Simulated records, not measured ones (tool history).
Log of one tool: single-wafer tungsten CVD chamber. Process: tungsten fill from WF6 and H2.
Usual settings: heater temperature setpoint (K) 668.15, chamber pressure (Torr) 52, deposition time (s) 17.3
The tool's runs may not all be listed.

run	hour	heater temperature setpoint (K)	chamber pressure (Torr)	deposition time (s)	wafers since the last listed run	hours since the last thermocouple change	hours since the last manometer calibration	hours since the showerhead was replaced	hours since the gauge calibration	read-back reference wafer on the same gauge, thickness_nm	mean film thickness on the monitor wafer (angstrom)
1	0	668.15	41.7	17.3	0	1381.6	2301.9	6358.5	218.9	64.676	507.98
2	12.2	668.15	52	17.3	200	1393.8	2314.1	6370.7	231.1	64.699	573.51
3	24	668.15	52	17.3	193	1405.6	2325.9	6382.5	242.9	64.756	576.03
4	30.1	668.15	52	17.3	100	1411.7	2332	6388.6	249	64.71	574.81
# hour 43.9: showerhead replaced
5	47.3	668.15	52	17.3	151	1428.9	2349.2	3.4	266.2	64.708	579.03
6	58.9	668.15	52	17.3	190	1440.5	2360.8	15	277.8	64.822	573.7
# hour 80: thermocouple changed; heater temperature recalibrated
7	80.5	668.15	52	17.3	223	0.5	2382.4	36.6	299.4	64.724	569.27
8	109.7	668.15	43.7	17.3	479	29.7	2411.6	65.8	328.6	64.722	522.6
9	118.1	668.15	52	16.4	137	38.1	2420	74.2	337	64.664	543.34
10	131.6	668.15	52	16.4	221	51.6	2433.5	87.7	350.5	64.66	543
11	139	668.15	52	16.4	121	59	2440.9	95.1	357.9	64.698	546.09
# hour 156.6: gauge calibrated
12	173.3	663.15	48	17.3	563	93.3	2475.2	129.4	16.7	64.693	504.97
13	185.5	662.15	52	14.7	200	105.5	2487.4	141.6	28.9	64.796	441.12
14	203.3	680.15	52	18.8	292	123.3	2505.2	159.4	46.7	64.705	762.07
15	212.2	668.15	60.8	17.3	146	132.2	2514.1	168.3	55.6	64.706	625
16	224.8	668.15	52	17.3	206	144.8	2526.7	180.9	68.2	64.793	573.68
17	232.7	668.15	40.9	17.3	129	152.7	2534.6	188.8	76.1	64.634	499.5
18	249.8	668.15	52	17.3	280	169.8	2551.7	205.9	93.2	64.649	576.96
19	259.2	668.15	52	17.3	154	179.2	2561.1	215.3	102.6	64.736	577.63
20	274.5	668.15	52	17.3	251	194.5	2576.4	230.6	117.9	64.67	573.4
21	289.7	682.15	42	19.5	249	209.7	2591.6	245.8	133.1	64.703	720.55
22	301.8	668.15	52	17.3	198	221.8	2603.7	257.9	145.2	64.65	571.61
# hour 319.9: capacitance manometer re-zeroed and calibrated
23	320.4	659.15	52	18.9	174	240.4	0.5	276.5	163.8	64.632	541.65
24	324.6	668.15	52	17.3	68	244.6	4.7	280.7	168	64.615	574.6
25	337.8	656.15	52	17.3	216	257.8	17.9	293.9	181.2	64.642	468.55
26	366.6	659.15	59.2	14.4	473	286.6	46.7	322.7	210	64.77	440.58
27	374.2	668.15	46.6	17.3	124	294.2	54.3	330.3	217.6	64.701	541.3
28	386.3	654.15	61.1	17.3	198	306.3	66.4	342.4	229.7	64.729	487.61
29	403.6	668.15	52	17.3	284	323.6	83.7	359.7	247	64.707	576.49
30	412.9	660.15	45.7	19.5	152	332.9	93	369	256.3	64.599	526.78
31	425.3	661.15	56.9	18.9	203	345.3	105.4	381.4	268.7	64.767	588.63
32	438.8	668.15	52	17.3	221	358.8	118.9	394.9	282.2	64.704	576.5
33	447.6	668.15	52	17.3	144	367.6	127.7	403.7	291	64.731	579
34	457	668.15	58	18.7	154	377	137.1	413.1	300.4	64.758	657.24

Forecast each of these 4 alternatives for the next run:
A	457.4	668.15	52	17.3	6	377.4	137.5	413.5	300.8	?	?
B	457.4	668.15	52	15.7	6	377.4	137.5	413.5	300.8	?	?
C	457.4	662.15	60.7	20	6	377.4	137.5	413.5	300.8	?	?
D	457.4	677.15	52	17.3	6	377.4	137.5	413.5	300.8	?	?

run	read-back reference wafer on the same gauge, thickness_nm	mean film thickness on the monitor wafer (angstrom)
A	64.675	577.91
B	64.675	524.24
C	64.675	655.01
D	64.675	668.29
Without the tool's hidden state the same runs would have given:
run	mean film thickness on the monitor wafer (angstrom)
A	577.91
B	524.24
C	655.01
D	668.29

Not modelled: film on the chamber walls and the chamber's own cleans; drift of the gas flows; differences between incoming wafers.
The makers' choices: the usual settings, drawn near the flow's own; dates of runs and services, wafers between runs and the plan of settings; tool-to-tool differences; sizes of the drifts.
